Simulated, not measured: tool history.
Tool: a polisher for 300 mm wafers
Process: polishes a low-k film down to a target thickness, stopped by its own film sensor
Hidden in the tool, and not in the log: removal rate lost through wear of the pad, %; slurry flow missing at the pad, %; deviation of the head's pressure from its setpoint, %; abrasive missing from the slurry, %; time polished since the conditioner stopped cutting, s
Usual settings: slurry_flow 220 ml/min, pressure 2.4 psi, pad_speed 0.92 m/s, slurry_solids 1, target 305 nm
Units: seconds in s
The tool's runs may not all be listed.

run   hour  slurry_flow  pressure  pad_speed  slurry_solids  target  wafers since the last listed run  wafers polished on this pad  hours since the slurry nozzle was cleaned  hours since the head pressure was calibrated  hours since the slurry blender was calibrated  hours since the conditioning disc was replaced  incoming thickness of the incoming film, nm  seconds
  1      0          220       2.4       0.92              1     305                                 0                          623                                      498.7                                        1100.3                                          213.7                                            97.3                                        353.8    141.2
      11.2  -- worn pad replaced by a new one
  2     24          220       2.4       0.92              1     305                               146                           93                                      522.7                                        1124.3                                          237.7                                           121.3                                          352    137.7
        32  -- slurry blender recalibrated
      42.6  -- conditioning disc replaced and pad reconditioned
  3   51.9          220       2.4       0.92              1     305                               175                          269                                      550.6                                        1152.2                                           19.9                                             9.3                                          349      118
  4   75.5          220       2.4       0.92              1     305                               173                          442                                      574.2                                        1175.8                                           43.5                                            32.9                                        347.3    114.8
      96.8  -- worn pad replaced by a new one
  5   97.3          220       2.4       0.92              1     305                               130                            3                                        596                                        1197.6                                           65.3                                            54.7                                        348.2    120.2
  6    123          220       2.4       0.78              1     311                               188                          192                                      621.7                                        1223.3                                             91                                            80.4                                        343.8    101.3
  7  149.9          220       2.4       0.92              1     305                               197                          390                                      648.6                                        1250.2                                          117.9                                           107.3                                        346.6    119.4
  8  168.4          220       2.4       0.92              1     305                               135                          526                                      667.1                                        1268.7                                          136.4                                           125.8                                        343.2    108.7
  9  182.9          220       2.4       0.92              1     305                               106                          632                                      681.6                                        1283.2                                          150.9                                           140.3                                        348.7    125.2
     185.7  -- conditioning disc replaced and pad reconditioned
     194.8  -- worn pad replaced by a new one
 10  201.9          220       1.9       0.92           1.15     305                                95                           52                                      700.6                                        1302.2                                          169.9                                            16.2                                        347.1    131.9
     236.4  -- slurry blender recalibrated
       237  -- head pressure recalibrated
 11  237.7          150       2.4       1.12              1     305                               243                          295                                      736.4                                           0.7                                            1.3                                              52                                        353.6      119
 12  253.7          270       2.4       1.22              1     305                               117                          413                                      752.4                                          16.7                                           17.3                                              68                                        354.3    105.9
     265.8  -- slurry nozzle cleaned
     273.1  -- worn pad replaced by a new one
 13  287.9          175       1.6       1.22           1.25     305                               214                          108                                       22.1                                          50.9                                           51.5                                           102.2                                        347.1    120.7
 14  305.1          180       2.9       0.92              1     305                               126                          235                                       39.3                                          68.1                                           68.7                                           119.4                                        350.9    111.7
 15  318.1          265       2.4       1.16              1     305                                95                          330                                       52.3                                          81.1                                           81.7                                           132.4                                        353.6    114.8
     328.3  -- conditioning disc replaced and pad reconditioned
 16    350          220       2.4       0.92              1     305                               219                          550                                       84.2                                           113                                          113.6                                            21.7                                        349.9    128.3
     355.1  -- worn pad replaced by a new one
 17  368.6          245       2.2       0.92              1     305                               107                           99                                      102.8                                         131.6                                          132.2                                            40.3                                        345.6    122.6
 18  412.4          220       2.4       0.92              1     305                               321                          421                                      146.6                                         175.4                                            176                                            84.1                                        351.6    134.1

Run 19 comes next. What will it give?
 19  431.6          180         3       0.92              1     311                               141                          562                                      165.8                                         194.6                                          195.2                                           103.3                                        349.5        ?

Run 19 gave seconds 95.3 s.
Without the tool's hidden state the same run would have given seconds 86.5 s.
